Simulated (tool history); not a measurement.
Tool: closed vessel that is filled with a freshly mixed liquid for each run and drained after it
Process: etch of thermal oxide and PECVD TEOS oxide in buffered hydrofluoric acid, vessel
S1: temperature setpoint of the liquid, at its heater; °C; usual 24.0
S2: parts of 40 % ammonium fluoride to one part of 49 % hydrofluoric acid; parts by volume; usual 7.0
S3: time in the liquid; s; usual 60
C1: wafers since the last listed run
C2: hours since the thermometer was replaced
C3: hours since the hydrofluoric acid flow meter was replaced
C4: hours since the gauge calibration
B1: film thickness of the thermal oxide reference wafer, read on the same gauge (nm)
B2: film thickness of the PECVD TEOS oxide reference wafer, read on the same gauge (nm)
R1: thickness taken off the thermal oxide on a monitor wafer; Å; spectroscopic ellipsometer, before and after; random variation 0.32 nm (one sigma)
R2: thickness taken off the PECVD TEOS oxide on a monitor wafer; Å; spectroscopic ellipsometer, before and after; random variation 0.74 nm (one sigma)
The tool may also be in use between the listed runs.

run,hour,S1,S2,S3,C1,C2,C3,C4,B1,B2,R1,R2
1,0.0,24.0,9.0,60,0,293.9,106.0,2618.5,39.99,90.00,786.2,1346.5
2,100.9,24.0,8.5,60,10214,394.8,206.9,2719.4,40.00,90.02,835.6,1432.3
3,205.1,24.0,7.0,60,10548,499.0,311.1,2823.6,40.00,90.01,1029.3,1779.5
4,359.1,19.5,7.0,90,15590,653.0,465.1,2977.6,39.99,89.99,1202.0,2084.4
# hour 391.2: gauge calibrated
5,438.5,24.0,9.5,60,8038,732.4,544.5,47.3,40.01,89.99,751.3,1296.4
6,524.9,22.0,9.5,90,8746,818.8,630.9,133.7,40.02,90.00,1016.8,1749.2
# hour 656.5: hydrofluoric acid flow meter replaced
7,695.6,26.5,7.0,60,17179,989.5,39.1,304.4,40.00,90.00,1167.7,2020.3
8,750.7,24.0,7.0,50,5578,1044.6,94.2,359.5,39.98,89.99,846.1,1447.7
9,805.3,19.5,6.0,95,5527,1099.2,148.8,414.1,40.02,90.01,1424.9,2483.2
10,886.0,24.0,9.0,60,8169,1179.9,229.5,494.8,40.01,89.98,777.3,1332.5
# hour 930.8: thermometer replaced
11,992.0,24.0,5.0,30,10629,61.2,335.5,600.8,40.01,90.02,689.3,1180.1
12,1058.7,24.0,7.0,75,6752,127.9,402.2,667.5,40.00,89.98,1292.3,2211.9
13,1111.4,19.0,5.5,45,5335,180.6,454.9,720.2,40.01,90.01,721.9,1248.6
14,1160.3,24.0,5.5,35,4950,229.5,503.8,769.1,39.99,90.02,743.9,1269.5
15,1247.0,27.0,7.0,60,8777,316.2,590.5,855.8,39.99,90.00,1208.7,2095.6
16,1285.4,24.0,7.0,90,3887,354.6,628.9,894.2,39.97,89.98,1549.9,2652.4
# hour 1329.1: hydrofluoric acid flow meter replaced
17,1352.9,20.0,7.0,85,6732,422.1,23.8,961.7,40.00,89.97,1166.9,2020.3
18,1424.7,24.0,7.0,60,7268,493.9,95.6,1033.5,40.02,90.01,1021.7,1755.9
19,1468.9,22.5,7.0,75,4474,538.1,139.8,1077.7,40.00,89.97,1182.1,2037.8
20,1564.1,21.0,7.0,45,9637,633.3,235.0,1172.9,39.98,90.00,652.3,1110.0
21,1649.3,28.0,7.0,60,8625,718.5,320.2,1258.1,40.00,89.95,1266.1,2194.8
22,1721.4,24.0,5.0,30,7299,790.6,392.3,1330.2,39.98,90.04,686.9,1170.2
23,1806.7,27.0,7.0,60,8635,875.9,477.6,1415.5,40.00,90.01,1205.8,2089.5
24,1851.3,27.0,7.0,60,4515,920.5,522.2,1460.1,39.99,90.01,1202.1,2090.4
25,1905.6,24.0,7.0,60,5497,974.8,576.5,1514.4,40.00,89.99,1025.5,1769.2
# hour 1926.2: hydrofluoric acid flow meter replaced
26,1942.6,22.0,9.5,90,3644,1011.8,16.4,1551.4,40.00,90.02,1000.1,1720.8

3 ways to go on from here, each from the tool as it stands after run 26. What would each give?
A,1943.3,24.0,7.0,60,70,1012.5,17.1,1552.1,?,?,?,?
B,1943.3,19.0,7.0,90,70,1012.5,17.1,1552.1,?,?,?,?
C,1943.3,21.0,7.0,80,70,1012.5,17.1,1552.1,?,?,?,?

run,B1,B2,R1,R2
A,39.99,90.02,1018.8,1753.0
B,39.99,90.02,1158.3,1992.9
C,39.99,90.02,1151.6,1981.4
Without the tool's hidden state the same runs would have given:
run,R1,R2
A,1030.7,1773.5
B,1172.3,2017.0
C,1165.3,2005.0
